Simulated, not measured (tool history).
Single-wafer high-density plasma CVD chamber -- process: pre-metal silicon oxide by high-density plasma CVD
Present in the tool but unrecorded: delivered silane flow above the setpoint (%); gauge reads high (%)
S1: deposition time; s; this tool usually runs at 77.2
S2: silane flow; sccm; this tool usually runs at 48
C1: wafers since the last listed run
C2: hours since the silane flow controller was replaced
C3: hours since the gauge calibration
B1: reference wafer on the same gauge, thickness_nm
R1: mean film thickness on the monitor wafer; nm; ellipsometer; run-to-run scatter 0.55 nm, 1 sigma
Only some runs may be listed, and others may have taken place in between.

run,hour,S1,S2,C1,C2,C3,B1,R1
1,0.0,77.2,48,0,2341.8,80.2,344.693,384.575
2,13.9,77.2,48,138,2355.7,94.1,345.204,384.113
3,31.7,77.2,54,177,2373.5,111.9,345.064,432.009
4,45.0,86.5,48,132,2386.8,125.2,345.191,431.816
5,61.3,86.5,48,162,2403.1,141.5,344.988,432.411
6,75.6,86.5,48,142,2417.4,155.8,345.043,430.932
7,84.0,77.2,44,83,2425.8,164.2,345.005,352.939
8,93.3,77.2,48,92,2435.1,173.5,345.086,385.980
9,108.1,77.2,48,147,2449.9,188.3,344.766,385.571
# hour 115.4: gauge calibrated
10,123.0,77.2,48,148,2464.8,7.6,344.968,385.369
11,175.3,83.1,44,522,2517.1,59.9,345.027,381.076
12,183.6,91.1,42,82,2525.4,68.2,344.993,398.358
13,196.7,92.4,40,130,2538.5,81.3,344.960,385.495
14,210.1,67.4,53,133,2551.9,94.7,345.094,373.303
# hour 226.7: silane flow controller replaced
15,227.2,77.2,48,90,0.5,111.8,345.044,398.312
16,240.0,77.2,39,127,13.3,124.6,344.717,323.752
17,253.1,68.1,48,130,26.4,137.7,344.937,350.012
18,267.5,77.2,48,143,40.8,152.1,345.041,397.698
# hour 302.4: silane flow controller replaced, repeated, since the last time left the tool worse
# hour 311.2: gauge calibrated
19,315.5,84.4,40,399,13.1,4.3,344.861,336.821
20,328.4,88.4,52,128,26.0,17.2,345.022,459.475
21,344.7,77.2,48,162,42.3,33.5,344.999,369.529

A few steps of R1 between consecutive runs. Split each: what settings, incoming material and random variation would produce without the hidden state, and what is left over for the hidden state, along with gauge scatter present in only one of the two compared results (measured, and without hidden state):
Run 14 -> 15: S1 67.4 -> 77.2, S2 53 -> 48, silane flow controller replaced. R1 +25.009 nm: hidden state +11.602, all else +13.407.
Run 18 -> 19: S1 77.2 -> 84.4, S2 48 -> 40, silane flow controller replaced, repeated, since the last time left the tool worse, gauge calibrated. R1 -60.877 nm: hidden state -27.768, all else -33.109.
Run 19 -> 20: S1 84.4 -> 88.4, S2 40 -> 52. R1 +122.654 nm: hidden state +0.367, all else +122.287.
Run 20 -> 21: S1 88.4 -> 77.2, S2 52 -> 48. R1 -89.946 nm: hidden state -0.266, all else -89.680.
